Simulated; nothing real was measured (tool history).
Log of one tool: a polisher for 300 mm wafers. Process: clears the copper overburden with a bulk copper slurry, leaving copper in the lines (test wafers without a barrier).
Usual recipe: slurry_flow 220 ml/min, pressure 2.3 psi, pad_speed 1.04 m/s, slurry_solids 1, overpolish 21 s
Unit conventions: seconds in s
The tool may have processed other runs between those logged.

run	day	slurry_flow	pressure	pad_speed	slurry_solids	overpolish	wafers since the last listed run	wafers polished on this pad	hours since the slurry nozzle was cleaned	hours since the head pressure was calibrated	hours since the slurry blender was calibrated	incoming thickness of the incoming film, nm	seconds
1	0	220	2.3	1.04	0.95	21	0	1260	310.7	708.5	121.1	1236.9	189.1
# day 0.142: worn pad replaced by a new one
2	0.988	220	2.3	1.04	0.95	21	133	133	334.4	732.2	144.8	1277.2	196.1
3	1.571	220	2.3	1.04	0.95	21	92	225	348.4	746.2	158.8	1239.7	187.6
4	2.279	220	2.3	1.04	1	21	111	337	365.4	763.2	175.8	1253.7	193.5
5	2.875	220	2.3	1.04	1	21	94	431	379.7	777.5	190.1	1242.3	183.8
6	3.675	220	2.3	1.04	1	21	126	557	398.9	796.7	209.3	1254.7	188.6
7	4.271	220	2.3	1.04	1	21	94	651	413.2	811	223.6	1250.3	190.6
8	5.617	220	2.3	1.18	1.1	21	212	864	445.5	843.3	255.9	1252	170.6
9	6.125	220	2.3	1.18	1.1	21	80	944	457.7	855.5	268.1	1247.1	170.5
10	7.067	220	2.3	1.18	1.1	21	148	1093	480.3	878.1	290.7	1242.1	174.9
11	7.783	190	1.6	1.04	1.15	21	113	1206	497.5	895.3	307.9	1239.2	247.3
# day 8.208: worn pad replaced by a new one
12	8.604	165	2.3	1.04	1.25	21	103	62	517.2	915	327.6	1257.1	194.3
# day 9.696: slurry blender recalibrated
13	9.771	220	2.3	1.18	1.1	21	170	233	545.2	943	1.8	1246.4	172.7
# day 10.308: head pressure recalibrated
14	10.558	220	2.3	1.04	1	33	111	344	564.1	6	20.7	1262.5	188.6
15	11.167	160	1.9	1.32	1	27	96	440	578.7	20.6	35.3	1272.8	210.3
# day 11.925: slurry nozzle cleaned
16	12.521	220	2.3	0.7	1	21	207	647	14.3	53.1	67.8	1265.3	229.7
17	13.817	220	2.3	1.14	1	25	204	852	45.4	84.2	98.9	1250.4	172.2
# day 14.325: worn pad replaced by a new one
18	14.646	270	1.9	1.04	1.25	17	104	50	65.3	104.1	118.8	1269.2	195.7
19	15.5	270	2.3	1.04	1	29	134	185	85.8	124.6	139.3	1269.6	176.3
20	16.958	220	2.3	1.18	1.1	21	230	415	120.8	159.6	174.3	1241.3	164.3

Below, each run's measurement less what the same run would have read without the hidden state. Both values contain the same run-to-run variation, but the gauge's scatter may not be the same in both:
The tool's hidden condition here consists of: removal rate lost through wear of the pad, %; slurry flow missing at the pad, %; deviation of the head's pressure from its setpoint, %; abrasive missing from the slurry, %.
run	seconds
1	+12.2
2	+13.2
3	+12.8
4	+13.5
5	+13.1
6	+13.7
7	+14
8	+12.8
9	+12.9
10	+13.5
11	+21.9
12	+19.6
13	+13.8
14	+15.2
15	+22.4
16	+1.3
17	+2.5
18	+3.2
19	+3.6
20	+5.5
